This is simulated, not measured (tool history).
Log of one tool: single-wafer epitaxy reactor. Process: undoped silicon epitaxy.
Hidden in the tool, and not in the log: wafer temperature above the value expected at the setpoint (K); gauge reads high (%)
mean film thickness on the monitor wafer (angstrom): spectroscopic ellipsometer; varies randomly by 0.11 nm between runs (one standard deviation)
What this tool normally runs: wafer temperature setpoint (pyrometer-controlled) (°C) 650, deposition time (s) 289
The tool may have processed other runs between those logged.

run,hour,wafer temperature setpoint (pyrometer-controlled) (°C),deposition time (s),wafers since the last listed run,hours since the last pyrometer calibration,hours since the gauge calibration,"read-back reference wafer on the same gauge, thickness_nm",mean film thickness on the monitor wafer (angstrom)
1,0.0,650,305,0,1613.1,194.7,39.735,529.74
2,7.5,650,305,53,1620.6,202.2,39.671,531.35
3,15.4,650,289,55,1628.5,210.1,39.668,503.79
4,25.2,650,289,69,1638.3,219.9,39.715,501.37
5,40.2,650,289,106,1653.3,234.9,39.687,503.29
6,77.9,643,289,266,1691.0,272.6,39.737,439.27
7,92.8,643,289,105,1705.9,287.5,39.678,440.09
8,104.5,643,289,82,1717.6,299.2,39.690,442.12
9,111.5,650,275,49,1724.6,306.2,39.723,477.66
10,122.6,650,275,78,1735.7,317.3,39.704,479.09
11,133.4,650,275,76,1746.5,328.1,39.715,479.24
12,145.6,650,289,86,1758.7,340.3,39.708,503.22
13,158.6,650,289,91,1771.7,353.3,39.716,504.85
14,168.2,650,302,67,1781.3,362.9,39.722,526.77
15,174.8,650,302,46,1787.9,369.5,39.758,526.87
16,185.8,650,289,77,1798.9,380.5,39.720,506.25
17,200.8,650,264,106,1813.9,395.5,39.742,459.40
18,209.5,650,264,61,1822.6,404.2,39.732,461.03
19,222.0,650,264,88,1835.1,416.7,39.669,459.65
20,228.1,650,289,43,1841.2,422.8,39.664,502.16
21,238.6,662,311,74,1851.7,433.3,39.674,676.51
22,256.3,636,289,125,1869.4,451.0,39.726,384.65
23,274.2,650,289,126,1887.3,468.9,39.686,502.48
# hour 288.4: pyrometer calibrated
24,291.8,658,312,67,3.4,486.5,39.753,583.44
25,307.2,650,325,108,18.8,501.9,39.700,525.14
26,313.5,657,249,44,25.1,508.2,39.685,459.43
27,325.6,650,289,85,37.2,520.3,39.724,467.52
# hour 326.3: gauge calibrated
28,336.5,650,289,77,48.1,10.2,39.704,467.20
29,354.4,650,289,126,66.0,28.1,39.696,469.40
30,366.1,650,318,82,77.7,39.8,39.718,516.60
31,380.9,650,289,104,92.5,54.6,39.667,472.41
32,415.8,655,317,246,127.4,89.5,39.698,571.84
33,424.5,656,317,61,136.1,98.2,39.672,579.56
34,434.1,650,289,67,145.7,107.8,39.726,472.95
35,442.0,639,315,55,153.6,115.7,39.675,417.84
36,455.7,650,289,96,167.3,129.4,39.688,475.78
37,469.4,664,289,96,181.0,143.1,39.642,620.72
38,476.5,638,342,50,188.1,150.2,39.715,445.79
39,484.7,650,319,57,196.3,158.4,39.652,525.95
40,497.1,650,289,87,208.7,170.8,39.722,477.65

The same runs without the tool's hidden state, with the same run-to-run variation:
run,mean film thickness on the monitor wafer (angstrom)
1,490.80
2,492.26
3,466.69
4,464.42
5,466.14
6,406.31
7,407.03
8,408.88
9,442.18
10,443.48
11,443.58
12,465.75
13,467.22
14,487.47
15,487.55
16,468.44
17,425.05
18,426.54
19,425.23
20,464.54
21,626.89
22,355.03
23,464.73
24,584.07
25,524.52
26,458.49
27,465.74
28,464.72
29,465.76
30,511.81
31,467.14
32,563.11
33,570.15
34,464.66
35,409.98
36,466.30
37,607.78
38,435.69
39,513.86
40,466.06

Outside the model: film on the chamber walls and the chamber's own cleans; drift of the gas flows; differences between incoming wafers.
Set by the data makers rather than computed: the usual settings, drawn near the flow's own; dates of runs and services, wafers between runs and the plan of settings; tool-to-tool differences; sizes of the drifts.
